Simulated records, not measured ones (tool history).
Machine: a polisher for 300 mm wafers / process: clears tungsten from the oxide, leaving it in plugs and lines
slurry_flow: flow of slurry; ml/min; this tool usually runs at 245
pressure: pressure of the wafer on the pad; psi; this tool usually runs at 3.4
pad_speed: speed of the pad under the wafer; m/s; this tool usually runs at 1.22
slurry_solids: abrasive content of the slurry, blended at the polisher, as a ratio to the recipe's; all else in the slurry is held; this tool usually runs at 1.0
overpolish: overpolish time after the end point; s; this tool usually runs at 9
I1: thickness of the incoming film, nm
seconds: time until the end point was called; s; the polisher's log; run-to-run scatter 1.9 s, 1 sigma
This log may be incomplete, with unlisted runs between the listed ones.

Run 1, day 0.000: usual settings; I1 502.0. Result: seconds 95.9 s.
Run 2, day 1.221: usual settings; I1 494.4. Result: seconds 94.8 s.
Run 3, day 1.775: usual settings; I1 485.5. Result: seconds 98.3 s.
Run 4, day 3.083: usual settings but pad_speed 1.06 m/s; I1 500.4. Result: seconds 116.2 s.
At day 3.642: slurry tank refilled with fresh slurry and peroxide.
Run 5, day 3.800: usual settings but pad_speed 1.46 m/s; I1 491.2. Result: seconds 81.2 s.
At day 4.758: worn pad replaced by a new one.
Run 6, day 4.800: usual settings but pad_speed 1.46 m/s; I1 494.0. Result: seconds 84.5 s.
Run 7, day 5.650: usual settings; I1 491.9. Result: seconds 97.8 s.
At day 6.321: slurry nozzle cleaned.
Run 8, day 6.871: usual settings but pressure 2.5 psi, pad_speed 1.00 m/s, slurry_solids 0.9, overpolish 10 s; I1 501.0. Result: seconds 175.3 s.
Run 9, day 7.858: usual settings but slurry_flow 290 ml/min, overpolish 7 s; I1 493.3. Result: seconds 103.5 s.
At day 8.017: slurry tank refilled with fresh slurry and peroxide.
Run 10, day 8.583: usual settings; I1 495.0. Result: seconds 102.7 s.
At day 9.129: worn pad replaced by a new one.
At day 9.233: head pressure recalibrated.
At day 9.442: slurry blender recalibrated.
Run 11, day 9.833: usual settings; I1 492.3. Result: seconds 93.0 s.
Run 12, day 10.500: usual settings but slurry_flow 275 ml/min, pad_speed 1.60 m/s, slurry_solids 1.1; I1 505.5. Result: seconds 74.0 s.
Run 13, day 11.142: usual settings but slurry_flow 305 ml/min, slurry_solids 0.7; I1 499.5. Result: seconds 102.3 s.
Run 14, day 12.492: usual settings; I1 502.6. Result: seconds 102.3 s.
At day 12.638: slurry tank refilled with fresh slurry and peroxide.
At day 13.192: worn pad replaced by a new one.
Run 15, day 13.450: usual settings but pressure 2.5 psi, pad_speed 0.90 m/s, overpolish 7 s; I1 486.6. Result: seconds 171.5 s.

3 ways to go on from here, each from the tool as it stands after run 15. What would each give?
Run A, day 13.467: usual settings but overpolish 8 s; I1 500.5. Result: seconds ?.
Run B, day 13.467: usual settings but pressure 2.8 psi, pad_speed 1.34 m/s, overpolish 5 s; I1 500.5. Result: seconds ?.
Run C, day 13.467: usual settings but slurry_flow 295 ml/min; I1 500.5. Result: seconds ?.

run  seconds
  A     97.4
  B    107.7
  C     95.9
With the hidden condition removed and each run's random variation left untouched, the same runs would have given:
run  seconds
  A     96.4
  B    106.6
  C     94.9
